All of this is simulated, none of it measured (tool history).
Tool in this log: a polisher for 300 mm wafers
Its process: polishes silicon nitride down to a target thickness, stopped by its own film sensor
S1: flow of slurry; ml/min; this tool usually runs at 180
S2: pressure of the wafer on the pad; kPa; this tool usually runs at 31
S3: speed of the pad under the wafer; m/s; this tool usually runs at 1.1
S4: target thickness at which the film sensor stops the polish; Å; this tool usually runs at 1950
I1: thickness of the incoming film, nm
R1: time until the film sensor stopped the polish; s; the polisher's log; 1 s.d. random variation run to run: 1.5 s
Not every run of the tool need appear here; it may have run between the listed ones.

run,hour,S1,S2,S3,S4,I1,R1
1,0,180,31,1.1,1950,419,110
2,32.9,180,31,1.1,1950,417.4,112.5
3,60.3,180,31,1.1,1950,423.8,117.6
# hour 77.5: worn pad replaced by a new one
4,78,180,31,1.1,1950,423.6,102
5,110.1,180,31,1.1,1950,418.5,110.2
6,142.9,180,31,1.1,1950,416.4,110.9
7,174.1,180,31,1.1,1950,423.1,118.6
8,204.2,180,31,1.1,1950,415.8,115.3
# hour 229.8: worn pad replaced by a new one
9,234.2,180,31,1.1,1950,425.9,108
# hour 254.1: slurry nozzle cleaned
10,255.3,180,31,1.1,1950,413.6,105.7
# hour 269.8: head pressure recalibrated
11,273.8,180,33.8,1.3,1950,422.9,91.7
12,296.3,180,33.8,1.3,1950,420.6,88.9
13,319.4,130,31,1.1,1950,427.6,123.3
14,339.5,140,20,1.36,1360,416.2,199
15,366.7,140,42.1,1.42,2450,425.3,59.3
# hour 393.8: worn pad replaced by a new one
16,402.2,180,31,1.1,1950,425.7,104.8
17,426,180,31,1.1,1950,420.3,105.8
18,457.1,125,25.5,0.88,1950,411.4,155.5
19,492,180,31,1.1,1950,414.7,108.2
20,514.6,180,28.3,1.1,1950,417.1,119.7
21,534.5,180,31,0.86,1950,415.3,126.7
22,547.1,140,31,0.8,2240,414.1,118.6
# hour 556.4: worn pad replaced by a new one
23,573.7,180,31,1.42,2310,418.2,74.6
24,602.5,180,34.5,0.94,2600,417.3,73.8
25,683.8,180,31,1.1,1950,427.1,114.3

What does the tool deliver on the next run?
# hour 721.5: worn pad replaced by a new one
26,732.4,130,36.5,0.84,1700,413.5,?

Run 26 yielded R1 119 s.
Minus the tool's unlogged condition, the same run would have read R1 113.1 s.
